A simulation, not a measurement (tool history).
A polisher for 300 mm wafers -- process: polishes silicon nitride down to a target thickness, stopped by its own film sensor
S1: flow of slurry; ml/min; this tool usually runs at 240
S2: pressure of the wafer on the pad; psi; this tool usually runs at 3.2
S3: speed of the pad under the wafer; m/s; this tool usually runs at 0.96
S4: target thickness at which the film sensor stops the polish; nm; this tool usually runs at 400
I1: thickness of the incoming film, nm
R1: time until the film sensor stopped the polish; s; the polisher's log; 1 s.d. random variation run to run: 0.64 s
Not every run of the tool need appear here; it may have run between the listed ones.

| run | hour | S1 | S2 | S3 | S4 | I1 | R1 |
|---|---|---|---|---|---|---|---|
| 1 | 0 | 240 | 3.2 | 0.96 | 400 | 534.7 | 69.2 |
| 2 | 13.9 | 240 | 3.2 | 0.96 | 400 | 518.2 | 61.6 |
| 3 | 39 | 240 | 2.6 | 0.96 | 400 | 520.3 | 73 |
|  | 59.4 | worn pad replaced by a new one |
| 4 | 72 | 240 | 2.6 | 0.96 | 400 | 530.8 | 87 |
| 5 | 84.7 | 240 | 2.6 | 0.96 | 400 | 529.5 | 86 |
| 6 | 110.5 | 240 | 3.7 | 1.06 | 400 | 528.5 | 64.1 |
|  | 115 | head pressure recalibrated |
|  | 118.6 | worn pad replaced by a new one, repeated, since the last time left the tool worse |
| 7 | 134.8 | 240 | 3.7 | 1.06 | 400 | 538.5 | 58.7 |
| 8 | 159.1 | 240 | 3 | 0.96 | 400 | 528.6 | 69.7 |
|  | 173.4 | slurry nozzle cleaned |
| 9 | 179.7 | 325 | 3.2 | 1.06 | 400 | 532.6 | 63.1 |
| 10 | 199.6 | 240 | 3.2 | 1.16 | 400 | 535 | 63.3 |
| 11 | 234 | 175 | 3.2 | 0.72 | 445 | 530.9 | 54.1 |
| 12 | 250.2 | 240 | 3.2 | 0.96 | 400 | 528.3 | 66.7 |
|  | 258.9 | worn pad replaced by a new one |
| 13 | 264.8 | 240 | 3.8 | 0.76 | 400 | 524.9 | 60 |
| 14 | 283.8 | 300 | 4.2 | 0.86 | 422 | 541.6 | 51 |
| 15 | 318.6 | 240 | 2.1 | 0.96 | 400 | 520.3 | 84 |
| 16 | 346 | 240 | 3.2 | 0.7 | 400 | 528.3 | 77.6 |
| 17 | 360.1 | 240 | 3.2 | 0.96 | 400 | 531.4 | 68.9 |

3 options for the next run, each taken on its own from the tool as it stands now. Forecast them:
| A | 360.5 | 240 | 2.3 | 0.96 | 400 | 531.9 | ? |
| B | 360.5 | 240 | 3.2 | 0.72 | 368 | 531.9 | ? |
| C | 360.5 | 240 | 2.9 | 0.96 | 376 | 531.9 | ? |

| run | R1 |
|---|---|
| A | 89.1 |
| B | 99.4 |
| C | 89.1 |
Take away the tool's hidden state, keep each run's random variation, and the runs would have read:
| run | R1 |
|---|---|
| A | 84 |
| B | 93.8 |
| C | 84 |

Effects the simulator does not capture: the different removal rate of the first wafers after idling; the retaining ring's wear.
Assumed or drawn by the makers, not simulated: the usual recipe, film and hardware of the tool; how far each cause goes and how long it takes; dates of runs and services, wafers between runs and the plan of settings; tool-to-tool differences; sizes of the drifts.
